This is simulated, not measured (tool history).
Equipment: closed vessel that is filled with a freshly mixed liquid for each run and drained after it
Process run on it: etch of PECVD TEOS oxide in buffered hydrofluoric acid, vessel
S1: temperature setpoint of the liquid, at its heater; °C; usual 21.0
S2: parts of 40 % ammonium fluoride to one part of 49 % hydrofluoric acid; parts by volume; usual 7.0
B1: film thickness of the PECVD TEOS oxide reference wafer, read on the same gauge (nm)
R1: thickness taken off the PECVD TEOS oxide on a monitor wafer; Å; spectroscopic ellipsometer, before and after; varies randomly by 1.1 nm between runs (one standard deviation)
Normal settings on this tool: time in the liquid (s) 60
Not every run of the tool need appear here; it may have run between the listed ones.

Run 1, hour 0.0: usual settings but S1 19.5 °C; B1 59.98. Result: R1 1624.5 Å.
Run 2, hour 93.9: usual settings but S1 19.5 °C; B1 59.97. Result: R1 1655.7 Å.
At hour 172.5: gauge calibrated.
Run 3, hour 188.6: usual settings but S1 19.5 °C; B1 59.98. Result: R1 1677.6 Å.
Run 4, hour 268.9: usual settings but S1 22.0 °C, S2 8.0 parts by volume; B1 59.99. Result: R1 1705.1 Å.
Run 5, hour 367.5: usual settings but S1 22.0 °C, S2 8.0 parts by volume; B1 60.01. Result: R1 1715.4 Å.
Run 6, hour 407.2: usual settings but S1 22.0 °C, S2 8.0 parts by volume; B1 59.97. Result: R1 1722.8 Å.
Run 7, hour 511.2: usual settings but S1 17.5 °C; B1 59.99. Result: R1 1556.9 Å.
At hour 595.7: hydrofluoric acid flow meter replaced.
Run 8, hour 609.8: usual settings; B1 60.00. Result: R1 1803.2 Å.
Run 9, hour 686.3: usual settings; B1 60.01. Result: R1 1811.1 Å.
Run 10, hour 725.9: usual settings; B1 59.96. Result: R1 1803.6 Å.
Run 11, hour 773.1: usual settings; B1 60.01. Result: R1 1822.1 Å.
At hour 932.1: thermometer replaced.
Run 12, hour 1076.8: usual settings but S1 18.5 °C, time in the liquid (s) 75; B1 60.00. Result: R1 1893.2 Å.
Run 13, hour 1142.4: usual settings but S1 22.5 °C, S2 8.5 parts by volume, time in the liquid (s) 80; B1 60.04. Result: R1 2124.1 Å.
At hour 1225.2: gauge calibrated.
Run 14, hour 1233.7: usual settings but S1 25.0 °C, time in the liquid (s) 35; B1 60.01. Result: R1 1294.3 Å.
Run 15, hour 1274.8: usual settings; B1 60.03. Result: R1 1806.3 Å.
Run 16, hour 1336.1: usual settings but S1 18.0 °C; B1 60.02. Result: R1 1539.0 Å.
Run 17, hour 1421.5: usual settings but S1 19.5 °C, S2 5.5 parts by volume, time in the liquid (s) 50; B1 59.98. Result: R1 1760.8 Å.
Run 18, hour 1504.9: usual settings but S1 24.0 °C; B1 59.98. Result: R1 2200.2 Å.
Run 19, hour 1541.2: usual settings but S1 17.0 °C; B1 59.99. Result: R1 1483.6 Å.
At hour 1670.7: hydrofluoric acid flow meter replaced.
Run 20, hour 1759.7: usual settings but S2 8.5 parts by volume, time in the liquid (s) 50; B1 59.99. Result: R1 1224.7 Å.
Run 21, hour 1839.5: usual settings but S1 24.0 °C; B1 59.96. Result: R1 2139.2 Å.

List, for all runs, the conditions of the tool that the log does not record:
gauge reads high (%): 0 across all the runs
H1: liquid hotter than its thermometer reads (K)
H2: hydrofluoric acid flow above the setpoint (%)
run     H1     H2
  1  0.517   3.46
  2  0.625   4.25
  3  0.734   5.05
  4  0.826   5.73
  5   0.94   6.56
  6  0.985   6.89
  7    1.1   7.77
  8   1.22  0.497
  9   1.31   1.14
 10   1.35   1.48
 11   1.41   1.87
 12  0.371   4.43
 13  0.446   4.98
 14  0.551   5.75
 15  0.598    6.1
 16  0.669   6.62
 17  0.767   7.34
 18  0.863   8.04
 19  0.904   8.35
 20   1.16   2.13
 21   1.25    2.8
